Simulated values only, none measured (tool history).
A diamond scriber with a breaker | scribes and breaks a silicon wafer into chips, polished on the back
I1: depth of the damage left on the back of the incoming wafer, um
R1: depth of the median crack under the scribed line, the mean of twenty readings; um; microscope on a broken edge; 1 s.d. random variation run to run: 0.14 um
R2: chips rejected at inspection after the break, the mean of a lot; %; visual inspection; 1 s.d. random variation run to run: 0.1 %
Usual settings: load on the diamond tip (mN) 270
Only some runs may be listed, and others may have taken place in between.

run 1 hour=0.0 | load_on_the_diamond_tip_(mN)=270 | I1=0.01 | R1=6.98 R2=2.08
run 2 hour=69.7 | load_on_the_diamond_tip_(mN)=270 | I1=0.03 | R1=6.83 R2=2.05
run 3 hour=98.2 | load_on_the_diamond_tip_(mN)=308 | I1=0.02 | R1=7.61 R2=3.48
run 4 hour=166.5 | load_on_the_diamond_tip_(mN)=308 | I1=0.02 | R1=7.57 R2=3.33
run 5 hour=211.5 | load_on_the_diamond_tip_(mN)=308 | I1=0.02 | R1=7.72 R2=3.16
-- hour=242.2 diamond tip replaced by a new one
run 6 hour=281.8 | load_on_the_diamond_tip_(mN)=270 | I1=0.04 | R1=6.97 R2=2.38
run 7 hour=314.5 | load_on_the_diamond_tip_(mN)=270 | I1=0.03 | R1=6.91 R2=2.22
run 8 hour=380.4 | load_on_the_diamond_tip_(mN)=270 | I1=0.02 | R1=7.10 R2=2.11
run 9 hour=449.8 | load_on_the_diamond_tip_(mN)=249 | I1=0.04 | R1=6.84 R2=2.49
run 10 hour=485.7 | load_on_the_diamond_tip_(mN)=249 | I1=0.03 | R1=7.02 R2=2.64
run 11 hour=539.5 | load_on_the_diamond_tip_(mN)=249 | I1=0.01 | R1=6.78 R2=2.88
run 12 hour=611.8 | load_on_the_diamond_tip_(mN)=310 | I1=0.03 | R1=7.46 R2=3.45
run 13 hour=637.6 | load_on_the_diamond_tip_(mN)=216 | I1=0.02 | R1=6.04 R2=6.27
run 14 hour=683.0 | load_on_the_diamond_tip_(mN)=270 | I1=0.04 | R1=7.01 R2=2.04
run 15 hour=707.9 | load_on_the_diamond_tip_(mN)=270 | I1=0.01 | R1=6.97 R2=2.11
run 16 hour=756.1 | load_on_the_diamond_tip_(mN)=270 | I1=0.05 | R1=7.04 R2=2.19
run 17 hour=784.9 | load_on_the_diamond_tip_(mN)=301 | I1=0.02 | R1=7.40 R2=3.19
run 18 hour=823.4 | load_on_the_diamond_tip_(mN)=306 | I1=0.04 | R1=7.70 R2=3.45
-- hour=834.0 load on the tip recalibrated
run 19 hour=855.4 | load_on_the_diamond_tip_(mN)=292 | I1=0.03 | R1=7.41 R2=2.51
-- hour=859.7 diamond tip replaced by a new one
run 20 hour=901.8 | load_on_the_diamond_tip_(mN)=321 | I1=0.04 | R1=7.79 R2=4.44
run 21 hour=973.0 | load_on_the_diamond_tip_(mN)=348 | I1=0.03 | R1=8.06 R2=7.10
run 22 hour=1010.7 | load_on_the_diamond_tip_(mN)=198 | I1=0.04 | R1=5.87 R2=8.81
run 23 hour=1055.1 | load_on_the_diamond_tip_(mN)=299 | I1=0.05 | R1=7.21 R2=2.83
run 24 hour=1101.2 | load_on_the_diamond_tip_(mN)=270 | I1=0.02 | R1=6.97 R2=2.20
run 25 hour=1134.4 | load_on_the_diamond_tip_(mN)=303 | I1=0.04 | R1=7.68 R2=3.23
run 26 hour=1165.5 | load_on_the_diamond_tip_(mN)=318 | I1=0.05 | R1=7.80 R2=4.41
run 27 hour=1269.8 | load_on_the_diamond_tip_(mN)=297 | I1=0.03 | R1=7.60 R2=2.76
run 28 hour=1295.0 | load_on_the_diamond_tip_(mN)=223 | I1=0.02 | R1=6.38 R2=5.13
run 29 hour=1331.5 | load_on_the_diamond_tip_(mN)=195 | I1=0.03 | R1=5.94 R2=10.51
run 30 hour=1375.8 | load_on_the_diamond_tip_(mN)=341 | I1=0.01 | R1=8.00 R2=6.36
-- hour=1415.5 diamond tip replaced by a new one
run 31 hour=1444.3 | load_on_the_diamond_tip_(mN)=270 | I1=0.02 | R1=7.00 R2=2.14
run 32 hour=1470.4 | load_on_the_diamond_tip_(mN)=330 | I1=0.03 | R1=8.08 R2=5.42
run 33 hour=1507.9 | load_on_the_diamond_tip_(mN)=310 | I1=0.03 | R1=7.65 R2=3.29
run 34 hour=1535.3 | load_on_the_diamond_tip_(mN)=326 | I1=0.02 | R1=8.27 R2=4.66
run 35 hour=1601.0 | load_on_the_diamond_tip_(mN)=190 | I1=0.04 | R1=5.81 R2=10.31

Consider 5 possible next runs. They are alternatives, not a sequence: every one starts from the tool as it was left by run 35. What does each give?
run A hour=1601.6 | load_on_the_diamond_tip_(mN)=213 | I1=0.02 | R1=? R2=?
run B hour=1601.6 | load_on_the_diamond_tip_(mN)=291 | I1=0.02 | R1=? R2=?
run C hour=1601.6 | load_on_the_diamond_tip_(mN)=337 | I1=0.02 | R1=? R2=?
run D hour=1601.6 | load_on_the_diamond_tip_(mN)=244 | I1=0.02 | R1=? R2=?
run E hour=1601.6 | load_on_the_diamond_tip_(mN)=243 | I1=0.02 | R1=? R2=?

run=A R1=6.28 R2=6.06
run=B R1=7.52 R2=2.50
run=C R1=8.21 R2=5.77
run=D R1=6.79 R2=2.83
run=E R1=6.77 R2=2.89
Without the tool's unlogged condition, the same runs would have read:
run=A R1=6.28 R2=6.06
run=B R1=7.52 R2=2.50
run=C R1=8.21 R2=5.77
run=D R1=6.79 R2=2.83
run=E R1=6.77 R2=2.89
